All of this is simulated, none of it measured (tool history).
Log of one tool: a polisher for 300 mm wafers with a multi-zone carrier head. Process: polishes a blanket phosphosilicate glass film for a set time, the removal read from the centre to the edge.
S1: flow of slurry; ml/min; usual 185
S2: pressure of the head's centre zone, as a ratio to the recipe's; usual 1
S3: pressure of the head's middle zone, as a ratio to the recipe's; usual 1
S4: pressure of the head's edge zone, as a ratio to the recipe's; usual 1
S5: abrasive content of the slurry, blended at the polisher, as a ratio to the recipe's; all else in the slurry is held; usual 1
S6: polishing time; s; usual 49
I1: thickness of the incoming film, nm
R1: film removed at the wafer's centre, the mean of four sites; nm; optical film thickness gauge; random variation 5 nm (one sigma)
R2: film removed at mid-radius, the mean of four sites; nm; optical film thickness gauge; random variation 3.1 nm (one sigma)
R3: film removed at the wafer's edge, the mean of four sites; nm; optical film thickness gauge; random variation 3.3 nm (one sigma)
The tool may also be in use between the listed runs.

run	hour	S1	S2	S3	S4	S5	S6	I1	R1	R2	R3
1	0	185	1	1	1	1	49	4580	302	333.9	335.6
# hour 7.1: worn pad replaced by a new one
2	35.5	185	1	1	1	1	49	4664.3	300	328.9	342.6
# hour 102.7: slurry nozzle cleaned
3	106.8	185	1	1	1	1	49	4636.2	293.5	336.8	338.2
4	173.6	185	1	1	0.97	1	49	4605.7	291.7	334.8	328.9
5	236	185	1	1	0.97	1	49	4638.9	305.1	330.5	332.2
# hour 243.8: worn pad replaced by a new one
6	267.2	185	1	1	1	1	49	4601.6	299	332.1	337.7
7	330.5	150	1.11	0.96	1	1	49	4611.3	305.1	311.1	329.8
# hour 373: slurry nozzle cleaned
8	388.2	185	1	1	0.88	1	49	4574.1	299.3	336.4	311.8
9	447.8	185	1	1	0.9	0.7	49	4622.8	217.8	244.2	231.7
# hour 455.4: edge zone pressure recalibrated
# hour 473.2: worn pad replaced by a new one
10	494.4	185	1	1	1.09	0.85	49	4621.3	259.8	293.3	315.2
11	520.9	185	1	1	1.04	1	49	4598.7	290.7	337.4	342.4
# hour 527.2: centre zone pressure recalibrated
# hour 552.1: carrier head's membrane replaced by a new one
12	574.6	185	1	1	1	1	49	4673.8	320.3	334	338.5
13	602.3	185	1	1.04	1	0.9	56	4626.4	341.7	366.4	365
# hour 634.9: slurry nozzle cleaned
14	651.2	185	1	1	1	1	49	4620.3	309.1	333.9	336.1
# hour 716.1: worn pad replaced by a new one
15	716.6	185	1	1	0.9	1	44	4575.1	280.8	297.2	293.5
16	744.5	185	1	1	1	1	49	4611.3	313.4	332.6	332.4
17	798.1	125	1	1	1	1	49	4611.1	278.6	301.8	315.7
18	827.8	185	1.1	1	1	0.9	49	4576.6	310.6	306.9	314.1
19	869.8	185	1	1	1	1	49	4625.7	298.5	338.3	332.9
20	912.7	185	1.1	1	1	1	49	4632.6	331.1	333.3	334

Measured less the same run without the tool's hidden state. The same run-to-run variation is in both; the gauge's scatter may not be:
The hidden state here: removal rate lost through wear of the pad, %; slurry flow missing at the pad, %; deviation of the centre zone's pressure from its setpoint, %; deviation of the edge zone's pressure from its setpoint, %.
run	R1
1	-36.7
2	-37.4
3	-38.2
4	-39.1
5	-41.9
6	-41.4
7	-42.6
8	-42.8
9	-31.5
10	-37.8
11	-42.5
12	-15.3
13	-19.4
14	-22
15	-24.7
16	-29.5
17	-29.3
18	-34.1
19	-35.1
20	-40.8
R2: within 0.3 nm of the measured result in every run.
R3: 0 in every run.
